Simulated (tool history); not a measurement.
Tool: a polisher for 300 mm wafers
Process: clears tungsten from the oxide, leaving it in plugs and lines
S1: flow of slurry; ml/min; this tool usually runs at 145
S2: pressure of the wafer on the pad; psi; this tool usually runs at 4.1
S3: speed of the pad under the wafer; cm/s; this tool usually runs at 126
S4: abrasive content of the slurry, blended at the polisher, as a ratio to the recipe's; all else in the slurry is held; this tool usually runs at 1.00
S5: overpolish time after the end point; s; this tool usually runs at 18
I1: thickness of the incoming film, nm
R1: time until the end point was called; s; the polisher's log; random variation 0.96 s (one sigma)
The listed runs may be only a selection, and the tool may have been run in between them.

run 1 hour=0.0 | S1=145 S2=4.1 S3=126 S4=1.00 S5=18 | I1=608.9 | R1=83.6
run 2 hour=12.0 | S1=145 S2=4.1 S3=106 S4=1.00 S5=18 | I1=609.8 | R1=97.5
run 3 hour=19.8 | S1=145 S2=4.1 S3=126 S4=1.00 S5=18 | I1=618.4 | R1=85.6
-- hour=25.2 head pressure recalibrated
-- hour=44.6 slurry tank refilled with fresh slurry and peroxide
-- hour=48.6 worn pad replaced by a new one
run 4 hour=52.5 | S1=105 S2=4.1 S3=126 S4=1.00 S5=18 | I1=601.2 | R1=89.4
-- hour=57.6 slurry nozzle cleaned
run 5 hour=68.4 | S1=105 S2=4.1 S3=126 S4=1.00 S5=18 | I1=615.7 | R1=90.8
run 6 hour=78.4 | S1=145 S2=4.1 S3=126 S4=1.00 S5=22 | I1=614.9 | R1=86.2
run 7 hour=86.9 | S1=145 S2=4.1 S3=126 S4=1.00 S5=22 | I1=608.6 | R1=86.1
run 8 hour=118.5 | S1=190 S2=4.1 S3=126 S4=1.00 S5=18 | I1=609.2 | R1=82.9
run 9 hour=129.2 | S1=125 S2=2.9 S3=126 S4=1.00 S5=18 | I1=609.6 | R1=114.5
-- hour=135.1 worn pad replaced by a new one
run 10 hour=142.8 | S1=145 S2=4.1 S3=126 S4=1.00 S5=18 | I1=597.4 | R1=84.8
run 11 hour=155.7 | S1=145 S2=4.1 S3=126 S4=1.00 S5=18 | I1=613.5 | R1=86.4
run 12 hour=167.6 | S1=160 S2=3.5 S3=104 S4=1.00 S5=18 | I1=603.2 | R1=113.1
run 13 hour=181.2 | S1=145 S2=4.9 S3=162 S4=1.00 S5=18 | I1=603.0 | R1=60.2
run 14 hour=197.2 | S1=120 S2=3.1 S3=104 S4=1.00 S5=10 | I1=604.6 | R1=129.2
run 15 hour=203.8 | S1=145 S2=4.1 S3=84 S4=1.10 S5=18 | I1=614.3 | R1=119.4
-- hour=220.2 slurry blender recalibrated
run 16 hour=221.4 | S1=145 S2=4.1 S3=90 S4=1.00 S5=18 | I1=620.3 | R1=110.7
-- hour=239.0 slurry tank refilled with fresh slurry and peroxide
run 17 hour=239.5 | S1=145 S2=4.1 S3=126 S4=1.00 S5=18 | I1=622.4 | R1=85.0
-- hour=247.1 worn pad replaced by a new one
run 18 hour=247.6 | S1=180 S2=4.1 S3=90 S4=1.00 S5=25 | I1=615.2 | R1=107.8
run 19 hour=261.0 | S1=145 S2=2.9 S3=126 S4=1.30 S5=10 | I1=610.0 | R1=103.3
run 20 hour=269.9 | S1=145 S2=4.1 S3=126 S4=1.00 S5=18 | I1=607.1 | R1=84.4
run 21 hour=280.7 | S1=145 S2=4.1 S3=126 S4=1.00 S5=24 | I1=610.5 | R1=83.8
run 22 hour=295.1 | S1=145 S2=4.1 S3=126 S4=1.00 S5=11 | I1=617.9 | R1=85.1

Estimate the outcome of run 23 from the log above:
run 23 hour=304.0 | S1=145 S2=4.1 S3=148 S4=0.85 S5=18 | I1=608.0 | R1=?

{"run 23": {"R1": 75.3}}
Take away the tool's hidden state, keep the run-to-run variation as it was, and the same run would have given R1 74.9 s.

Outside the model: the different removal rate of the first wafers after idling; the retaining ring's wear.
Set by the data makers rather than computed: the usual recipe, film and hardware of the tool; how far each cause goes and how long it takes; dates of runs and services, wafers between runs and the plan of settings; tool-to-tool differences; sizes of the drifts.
